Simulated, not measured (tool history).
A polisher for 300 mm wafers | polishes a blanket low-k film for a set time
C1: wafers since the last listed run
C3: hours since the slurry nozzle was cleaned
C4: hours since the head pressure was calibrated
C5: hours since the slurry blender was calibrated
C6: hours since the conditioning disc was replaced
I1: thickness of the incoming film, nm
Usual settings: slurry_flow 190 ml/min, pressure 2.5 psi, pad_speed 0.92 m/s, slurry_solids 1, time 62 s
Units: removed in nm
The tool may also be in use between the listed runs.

Run 1, hour 0: usual settings but pressure 2.9 psi, time 74 s; C1 0; wafers polished on this pad 788; C3 130.6; C4 206.3; C5 188.5; C6 22.3; I1 439.2. Result: removed 49.9 nm.
Run 2, hour 19.6: usual settings; C1 233; wafers polished on this pad 1021; C3 150.2; C4 225.9; C5 208.1; C6 41.9; I1 437.2. Result: removed 35 nm.
Run 3, hour 47.4: usual settings; C1 330; wafers polished on this pad 1352; C3 178; C4 253.7; C5 235.9; C6 69.7; I1 438.5. Result: removed 34.9 nm.
Run 4, hour 65.7: usual settings; C1 217; wafers polished on this pad 1569; C3 196.3; C4 272; C5 254.2; C6 88; I1 441.9. Result: removed 34.9 nm.
At hour 79.5: worn pad replaced by a new one.
Run 5, hour 81.4: usual settings but slurry_solids 1.2; C1 139; wafers polished on this pad 22; C3 212; C4 287.7; C5 269.9; C6 103.7; I1 436.1. Result: removed 38.6 nm.
At hour 95.2: slurry blender recalibrated.
Run 6, hour 96.8: usual settings but pressure 2.9 psi; C1 159; wafers polished on this pad 182; C3 227.4; C4 303.1; C5 1.6; C6 119.1; I1 439.2. Result: removed 40.8 nm.
Run 7, hour 109.7: usual settings; C1 153; wafers polished on this pad 335; C3 240.3; C4 316; C5 14.5; C6 132; I1 441.6. Result: removed 35.2 nm.
Run 8, hour 140.9: usual settings; C1 371; wafers polished on this pad 706; C3 271.5; C4 347.2; C5 45.7; C6 163.2; I1 443.1. Result: removed 34.9 nm.
Run 9, hour 164.5: usual settings; C1 280; wafers polished on this pad 987; C3 295.1; C4 370.8; C5 69.3; C6 186.8; I1 433.8. Result: removed 35.4 nm.
Run 10, hour 197: usual settings but pressure 2.3 psi; C1 386; wafers polished on this pad 1373; C3 327.6; C4 403.3; C5 101.8; C6 219.3; I1 438.9. Result: removed 30.7 nm.
At hour 224.8: worn pad replaced by a new one.
Run 11, hour 229: usual settings but pressure 2.3 psi; C1 333; wafers polished on this pad 50; C3 359.6; C4 435.3; C5 133.8; C6 251.3; I1 439.1. Result: removed 31.4 nm.
Run 12, hour 260.5: usual settings; C1 374; wafers polished on this pad 424; C3 391.1; C4 466.8; C5 165.3; C6 282.8; I1 446.1. Result: removed 32.8 nm.
Run 13, hour 276.5: usual settings; C1 190; wafers polished on this pad 615; C3 407.1; C4 482.8; C5 181.3; C6 298.8; I1 434.1. Result: removed 33 nm.
Run 14, hour 306: usual settings but slurry_flow 210 ml/min; C1 350; wafers polished on this pad 965; C3 436.6; C4 512.3; C5 210.8; C6 328.3; I1 438.2. Result: removed 34.1 nm.
At hour 362.5: slurry nozzle cleaned.
Run 15, hour 388.7: usual settings but slurry_flow 135 ml/min, pressure 3.1 psi, time 81 s; C1 971; wafers polished on this pad 1937; C3 26.2; C4 595; C5 293.5; C6 411; I1 442.2. Result: removed 48.3 nm.
At hour 393: worn pad replaced by a new one.
Run 16, hour 424: usual settings; C1 372; wafers polished on this pad 368; C3 61.5; C4 630.3; C5 328.8; C6 446.3; I1 438. Result: removed 30.9 nm.
Run 17, hour 437.5: usual settings; C1 160; wafers polished on this pad 529; C3 75; C4 643.8; C5 342.3; C6 459.8; I1 447.3. Result: removed 30.7 nm.
At hour 458.7: slurry blender recalibrated.
Run 18, hour 467.4: usual settings; C1 331; wafers polished on this pad 861; C3 104.9; C4 673.7; C5 8.7; C6 489.7; I1 443.7. Result: removed 30 nm.
Run 19, hour 485.3: usual settings but slurry_flow 225 ml/min; C1 212; wafers polished on this pad 1074; C3 122.8; C4 691.6; C5 26.6; C6 507.6; I1 441.7. Result: removed 30.8 nm.
At hour 499.2: conditioning disc replaced and pad reconditioned.
Run 20, hour 518.8: usual settings; C1 374; wafers polished on this pad 1448; C3 156.3; C4 725.1; C5 60.1; C6 19.6; I1 449. Result: removed 27 nm.
At hour 552.1: worn pad replaced by a new one.
At hour 574.4: head pressure recalibrated.
Run 21, hour 621.4: usual settings but slurry_flow 250 ml/min, pressure 2 psi, slurry_solids 1.15, time 82 s; C1 1148; wafers polished on this pad 800; C3 258.9; C4 47; C5 162.7; C6 122.2; I1 446.2. Result: removed 32.3 nm.

Run 22 comes next. What will it give?
At hour 628.6: conditioning disc replaced and pad reconditioned, repeated, since the last time left the tool worse.
Run 22, hour 654.7: usual settings; C1 372; wafers polished on this pad 1173; C3 292.2; C4 80.3; C5 196; C6 26.1; I1 443.9. Result: removed ?.

removed: 34.3 nm
Without the tool's hidden state the same run would have given removed 35.6 nm.

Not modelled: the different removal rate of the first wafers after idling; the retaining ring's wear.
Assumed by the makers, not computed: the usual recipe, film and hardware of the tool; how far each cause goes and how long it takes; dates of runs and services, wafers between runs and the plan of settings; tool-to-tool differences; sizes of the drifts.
